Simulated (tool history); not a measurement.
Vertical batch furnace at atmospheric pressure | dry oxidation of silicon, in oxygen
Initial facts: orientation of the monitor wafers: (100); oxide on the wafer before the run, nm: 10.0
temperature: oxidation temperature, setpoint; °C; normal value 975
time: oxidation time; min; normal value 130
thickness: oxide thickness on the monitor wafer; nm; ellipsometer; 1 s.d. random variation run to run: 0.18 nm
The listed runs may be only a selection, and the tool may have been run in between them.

run,day,temperature,time,wafers since the last listed run,hours since the last temperature calibration,hours since the boat lift was adjusted,hours since the gauge calibration,"read-back reference wafer on the same gauge, thickness",thickness
1,0,975,115,0,3436.1,981,787.3,64.13,61.75
2,2.783,990,130,422,3502.9,1047.8,854.1,64.12,75.49
3,5.371,990,130,392,3565,1109.9,916.2,64.14,75.89
4,8.071,990,130,409,3629.8,1174.7,981,64.06,75.99
5,10.154,975,130,315,3679.8,1224.7,1031,64.12,67.21
6,11.975,975,130,276,3723.5,1268.4,1074.7,64.03,66.76
7,14.888,975,98,441,3793.4,1338.3,1144.6,64.07,55.32
8,17.279,975,130,362,3850.8,1395.7,1202,64.13,67.18
9,22.921,975,130,855,3986.2,1531.1,1337.4,64.14,66.87
10,24.15,975,130,186,4015.7,1560.6,1366.9,64.1,66.59
11,26.354,992,160.5,334,4068.6,1613.5,1419.8,64.11,88.81
12,27.692,975,130,202,4100.7,1645.6,1451.9,64.12,66.64
13,28.7,975,130,152,4124.9,1669.8,1476.1,64.05,66.79
14,31.042,975,130,355,4181.1,1726,1532.3,64.06,66.74
# day 33.383: boat lift adjusted
# day 35.208: thermocouples replaced and temperature profile calibrated
# day 36.058: gauge calibrated
15,37.167,975,130,625,47,90.8,26.6,64.14,65.26
16,39.708,992,130,385,108,151.8,87.6,64.1,74.79
17,42.467,992,130,418,174.2,218,153.8,64.11,74.98
18,44.708,992,130,339,228,271.8,207.6,64.12,75
19,47.479,988,130,420,294.5,338.3,274.1,64.13,72.38
20,49.217,975,97.5,263,336.2,380,315.8,64.14,53.87
21,50.796,955,92,239,374.1,417.9,353.7,64.03,45.21
22,52.808,983,185,305,422.4,466.2,402,64.03,88.63
23,55.771,975,130,449,493.5,537.3,473.1,64.05,65.37
24,56.975,996,179,182,522.4,566.2,502,64.1,96.3
25,58.521,975,169,234,559.5,603.3,539.1,64,78.7
26,60.946,975,96.5,367,617.7,661.5,597.3,64.09,53.93
27,62.192,968,111.5,188,647.6,691.4,627.2,64.12,56.28
28,65.029,965,181,430,715.7,759.5,695.3,64.19,76.86
29,66.533,975,99,228,751.8,795.6,731.4,64.03,54.5
30,67.738,992,160.5,182,780.7,824.5,760.3,64.1,86.35
31,69.783,975,130,310,829.8,873.6,809.4,64.09,65.62
32,70.862,967,155.5,163,855.7,899.5,835.3,64.14,70.17
33,73.275,975,130,365,913.6,957.4,893.2,64.11,65.79
34,75.392,975,130,320,964.4,1008.2,944,64.15,65.9
35,78.379,983,130,453,1036.1,1079.9,1015.7,64.19,69.48
36,80.6,975,130,336,1089.4,1133.2,1069,64.14,65.79
37,81.867,965,85.5,192,1119.8,1163.6,1099.4,64.09,46.59
38,83.817,965,181,295,1166.6,1210.4,1146.2,64.1,76.3

Hidden condition of the tool, last listed run before each entry between runs versus first listed run after:
Runs 14 to 15: boat lift adjusted (day 33.383); thermocouples replaced and temperature profile calibrated (day 35.208); gauge calibrated (day 36.058)
  true tube temperature minus thermocouple reading, K: 5.18 -> 0.195; monitor wafer colder than the profiled boat position, K: 2.66 -> 0.461
  measured less the result without the state, thickness: +1.18 -> -0.12 nm

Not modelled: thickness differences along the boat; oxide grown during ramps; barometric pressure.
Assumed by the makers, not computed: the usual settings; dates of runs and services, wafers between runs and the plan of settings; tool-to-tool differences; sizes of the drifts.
